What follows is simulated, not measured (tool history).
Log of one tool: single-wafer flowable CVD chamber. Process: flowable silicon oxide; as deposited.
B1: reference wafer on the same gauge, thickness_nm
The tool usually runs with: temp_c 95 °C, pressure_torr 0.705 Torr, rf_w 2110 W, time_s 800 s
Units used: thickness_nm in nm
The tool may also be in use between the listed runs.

run 1 hour=0.0 | temp_c=95 pressure_torr=0.705 rf_w=2110 time_s=800 | B1=391.031 | thickness_nm=471.570
run 2 hour=37.4 | temp_c=95 pressure_torr=0.705 rf_w=2110 time_s=800 | B1=390.786 | thickness_nm=469.790
run 3 hour=101.0 | temp_c=95 pressure_torr=0.705 rf_w=2110 time_s=722 | B1=391.001 | thickness_nm=425.433
run 4 hour=209.0 | temp_c=95 pressure_torr=0.705 rf_w=2110 time_s=722 | B1=391.174 | thickness_nm=425.007
run 5 hour=253.8 | temp_c=105 pressure_torr=0.765 rf_w=2110 time_s=716 | B1=391.186 | thickness_nm=311.550
run 6 hour=310.5 | temp_c=85 pressure_torr=0.831 rf_w=2110 time_s=800 | B1=391.156 | thickness_nm=789.369
run 7 hour=422.8 | temp_c=84 pressure_torr=0.705 rf_w=2110 time_s=800 | B1=390.822 | thickness_nm=692.154
run 8 hour=510.1 | temp_c=95 pressure_torr=0.588 rf_w=2110 time_s=800 | B1=390.976 | thickness_nm=390.700
run 9 hour=598.8 | temp_c=107 pressure_torr=0.705 rf_w=2110 time_s=845 | B1=390.788 | thickness_nm=313.252
run 10 hour=695.5 | temp_c=106 pressure_torr=0.790 rf_w=2350 time_s=959 | B1=391.109 | thickness_nm=420.723
-- hour=702.6 gauge calibrated
-- hour=768.9 thermocouple changed; heater temperature recalibrated
run 11 hour=773.6 | temp_c=95 pressure_torr=0.760 rf_w=2350 time_s=713 | B1=390.777 | thickness_nm=457.099
run 12 hour=826.1 | temp_c=101 pressure_torr=0.705 rf_w=1790 time_s=694 | B1=391.058 | thickness_nm=310.382
run 13 hour=905.7 | temp_c=82 pressure_torr=0.771 rf_w=2375 time_s=900 | B1=390.892 | thickness_nm=936.393
-- hour=927.6 RF generator calibrated
run 14 hour=988.7 | temp_c=82 pressure_torr=0.705 rf_w=1735 time_s=893 | B1=391.116 | thickness_nm=801.219
run 15 hour=1027.1 | temp_c=95 pressure_torr=0.705 rf_w=2110 time_s=644 | B1=391.152 | thickness_nm=380.191
run 16 hour=1063.3 | temp_c=101 pressure_torr=0.827 rf_w=1800 time_s=800 | B1=390.945 | thickness_nm=426.243
run 17 hour=1132.4 | temp_c=88 pressure_torr=0.549 rf_w=2485 time_s=731 | B1=391.124 | thickness_nm=448.185
run 18 hour=1216.7 | temp_c=95 pressure_torr=0.532 rf_w=2110 time_s=738 | B1=391.018 | thickness_nm=329.353
run 19 hour=1275.9 | temp_c=95 pressure_torr=0.705 rf_w=2110 time_s=800 | B1=391.053 | thickness_nm=471.261
run 20 hour=1326.1 | temp_c=95 pressure_torr=0.878 rf_w=2285 time_s=800 | B1=390.886 | thickness_nm=590.655
-- hour=1343.8 showerhead replaced
run 21 hour=1402.1 | temp_c=110 pressure_torr=0.783 rf_w=2420 time_s=671 | B1=391.087 | thickness_nm=254.334

Run 22, settings as shown, results not yet in. Your forecast:
run 22 hour=1489.2 | temp_c=95 pressure_torr=0.705 rf_w=2110 time_s=800 | B1=? | thickness_nm=?

Run 22 measured B1 391.270, thickness_nm 468.890 nm.
The same run, on a tool lacking any hidden state, would have yielded thickness_nm 477.342 nm.
